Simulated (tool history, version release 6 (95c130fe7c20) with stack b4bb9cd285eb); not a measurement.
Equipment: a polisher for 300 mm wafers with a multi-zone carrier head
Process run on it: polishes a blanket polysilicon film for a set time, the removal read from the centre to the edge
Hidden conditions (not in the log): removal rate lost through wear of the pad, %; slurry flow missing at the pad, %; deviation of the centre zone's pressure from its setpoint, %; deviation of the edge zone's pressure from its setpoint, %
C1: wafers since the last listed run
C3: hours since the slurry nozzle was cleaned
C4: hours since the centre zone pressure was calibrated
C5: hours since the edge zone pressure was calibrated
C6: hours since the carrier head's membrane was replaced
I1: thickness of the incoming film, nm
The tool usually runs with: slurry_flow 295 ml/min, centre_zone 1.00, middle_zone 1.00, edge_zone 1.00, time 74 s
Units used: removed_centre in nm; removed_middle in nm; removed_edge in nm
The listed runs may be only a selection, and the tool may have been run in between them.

Run 1, hour 0.0: usual settings; C1 0; wafers polished on this pad 1389; C3 557.4; C4 28.7; C5 1297.2; C6 29.8; I1 2128.9. Result: removed_centre 620.2 nm, removed_middle 635.0 nm, removed_edge 636.8 nm.
Run 2, hour 13.4: usual settings but centre_zone 1.09; C1 97; wafers polished on this pad 1487; C3 570.8; C4 42.1; C5 1310.6; C6 43.2; I1 2151.7. Result: removed_centre 663.7 nm, removed_middle 626.2 nm, removed_edge 633.5 nm.
At hour 22.0: worn pad replaced by a new one.
Run 3, hour 45.0: usual settings; C1 201; wafers polished on this pad 167; C3 602.4; C4 73.7; C5 1342.2; C6 74.8; I1 2129.3. Result: removed_centre 689.3 nm, removed_middle 711.9 nm, removed_edge 729.3 nm.
Run 4, hour 71.7: usual settings but middle_zone 0.96; C1 194; wafers polished on this pad 362; C3 629.1; C4 100.4; C5 1368.9; C6 101.5; I1 2132.9. Result: removed_centre 683.4 nm, removed_middle 673.7 nm, removed_edge 719.6 nm.
Run 5, hour 92.3: usual settings but slurry_flow 220 ml/min, centre_zone 1.03; C1 150; wafers polished on this pad 512; C3 649.7; C4 121.0; C5 1389.5; C6 122.1; I1 2133.3. Result: removed_centre 670.3 nm, removed_middle 692.7 nm, removed_edge 686.0 nm.
Run 6, hour 108.3: usual settings but middle_zone 1.09, edge_zone 1.04; C1 116; wafers polished on this pad 629; C3 665.7; C4 137.0; C5 1405.5; C6 138.1; I1 2115.8. Result: removed_centre 687.0 nm, removed_middle 763.1 nm, removed_edge 714.0 nm.
Run 7, hour 123.3: usual settings; C1 109; wafers polished on this pad 738; C3 680.7; C4 152.0; C5 1420.5; C6 153.1; I1 2135.8. Result: removed_centre 664.9 nm, removed_middle 683.0 nm, removed_edge 706.9 nm.
Run 8, hour 155.0: usual settings but slurry_flow 390 ml/min, centre_zone 0.94; C1 231; wafers polished on this pad 969; C3 712.4; C4 183.7; C5 1452.2; C6 184.8; I1 2114.3. Result: removed_centre 633.1 nm, removed_middle 696.7 nm, removed_edge 705.7 nm.
At hour 171.7: edge zone pressure recalibrated.
At hour 196.0: slurry nozzle cleaned.
At hour 198.4: worn pad replaced by a new one.
Run 9, hour 231.2: usual settings but middle_zone 0.88, time 51 s; C1 516; wafers polished on this pad 239; C3 35.2; C4 259.9; C5 59.5; C6 261.0; I1 2118.5. Result: removed_centre 470.9 nm, removed_middle 440.5 nm, removed_edge 495.2 nm.
Run 10, hour 249.5: usual settings but middle_zone 0.88, time 51 s; C1 133; wafers polished on this pad 372; C3 53.5; C4 278.2; C5 77.8; C6 279.3; I1 2111.4. Result: removed_centre 464.1 nm, removed_middle 438.3 nm, removed_edge 487.1 nm.
Run 11, hour 281.9: usual settings but slurry_flow 245 ml/min, time 98 s; C1 236; wafers polished on this pad 608; C3 85.9; C4 310.6; C5 110.2; C6 311.7; I1 2139.8. Result: removed_centre 859.6 nm, removed_middle 913.7 nm, removed_edge 912.1 nm.
Run 12, hour 294.5: usual settings but slurry_flow 330 ml/min, middle_zone 0.90, edge_zone 1.04, time 85 s; C1 91; wafers polished on this pad 700; C3 98.5; C4 323.2; C5 122.8; C6 324.3; I1 2132.5. Result: removed_centre 753.3 nm, removed_middle 734.0 nm, removed_edge 816.9 nm.
Run 13, hour 313.1: usual settings but centre_zone 0.92, edge_zone 1.11, time 50 s; C1 135; wafers polished on this pad 836; C3 117.1; C4 341.8; C5 141.4; C6 342.9; I1 2148.9. Result: removed_centre 408.5 nm, removed_middle 470.5 nm, removed_edge 484.6 nm.
Run 14, hour 341.5: usual settings; C1 207; wafers polished on this pad 1043; C3 145.5; C4 370.2; C5 169.8; C6 371.3; I1 2114.5. Result: removed_centre 614.9 nm, removed_middle 694.8 nm, removed_edge 672.8 nm.
Run 15, hour 376.7: usual settings but slurry_flow 335 ml/min, time 88 s; C1 256; wafers polished on this pad 1300; C3 180.7; C4 405.4; C5 205.0; C6 406.5; I1 2125.5. Result: removed_centre 718.9 nm, removed_middle 800.6 nm, removed_edge 789.8 nm.
At hour 397.8: worn pad replaced by a new one.
Run 16, hour 412.2: usual settings but centre_zone 1.03, edge_zone 1.11, time 93 s; C1 229; wafers polished on this pad 104; C3 216.2; C4 440.9; C5 240.5; C6 442.0; I1 2142.6. Result: removed_centre 832.3 nm, removed_middle 892.4 nm, removed_edge 943.9 nm.
Run 17, hour 434.3: usual settings but slurry_flow 365 ml/min, centre_zone 1.11, middle_zone 0.90, time 84 s; C1 161; wafers polished on this pad 265; C3 238.3; C4 463.0; C5 262.6; C6 464.1; I1 2163.3. Result: removed_centre 826.9 nm, removed_middle 756.0 nm, removed_edge 827.6 nm.
Run 18, hour 449.1: usual settings; C1 107; wafers polished on this pad 373; C3 253.1; C4 477.8; C5 277.4; C6 478.9; I1 2121.3. Result: removed_centre 634.3 nm, removed_middle 707.2 nm, removed_edge 707.9 nm.
Run 19, hour 469.6: usual settings but edge_zone 1.11, time 58 s; C1 149; wafers polished on this pad 523; C3 273.6; C4 498.3; C5 297.9; C6 499.4; I1 2152.2. Result: removed_centre 497.6 nm, removed_middle 541.1 nm, removed_edge 575.4 nm.
Run 20, hour 491.0: usual settings but slurry_flow 365 ml/min, centre_zone 1.11, middle_zone 0.90, time 84 s; C1 156; wafers polished on this pad 679; C3 295.0; C4 519.7; C5 319.3; C6 520.8; I1 2090.3. Result: removed_centre 813.1 nm, removed_middle 714.6 nm, removed_edge 793.8 nm.
Run 21, hour 507.1: usual settings but centre_zone 0.90; C1 117; wafers polished on this pad 796; C3 311.1; C4 535.8; C5 335.4; C6 536.9; I1 2116.6. Result: removed_centre 536.2 nm, removed_middle 687.7 nm, removed_edge 675.5 nm.
Run 22, hour 522.7: usual settings but middle_zone 1.07; C1 113; wafers polished on this pad 910; C3 326.7; C4 551.4; C5 351.0; C6 552.5; I1 2155.6. Result: removed_centre 599.8 nm, removed_middle 709.0 nm, removed_edge 672.4 nm.

Describe how what the log doesn't record of the tool's condition differs between the last listed run preceding each entry between runs and the first listed run following it.
Between runs 2 and 3: worn pad replaced by a new one (hour 22.0)
  removal rate lost through wear of the pad, %: 12.7 -> 0.148; deviation of the centre zone's pressure from its setpoint, %: -1.03 -> -1.12
  what was measured, less what the result would be without the hidden state, removed_centre: -104.5 -> -8.9 nm; removed_middle: -91.1 -> -1.0 nm; removed_edge: -92.3 -> -1.1 nm
Between runs 8 and 9: edge zone pressure recalibrated (hour 171.7); slurry nozzle cleaned (hour 196.0); worn pad replaced by a new one (hour 198.4)
  removal rate lost through wear of the pad, %: 4.6 -> 0.633; deviation of the centre zone's pressure from its setpoint, %: -1.88 -> -2.78
  what was measured, less what the result would be without the hidden state, removed_centre: -43.3 -> -16.7 nm; removed_middle: -33.5 -> -2.7 nm; removed_edge: -34.0 -> -3.1 nm
Between runs 15 and 16: worn pad replaced by a new one (hour 397.8)
  removal rate lost through wear of the pad, %: 8.6 -> 1.22; deviation of the centre zone's pressure from its setpoint, %: -5.37 -> -6.17
  what was measured, less what the result would be without the hidden state, removed_centre: -112.6 -> -66.0 nm; removed_middle: -75.0 -> -10.7 nm; removed_edge: -74.3 -> -11.6 nm
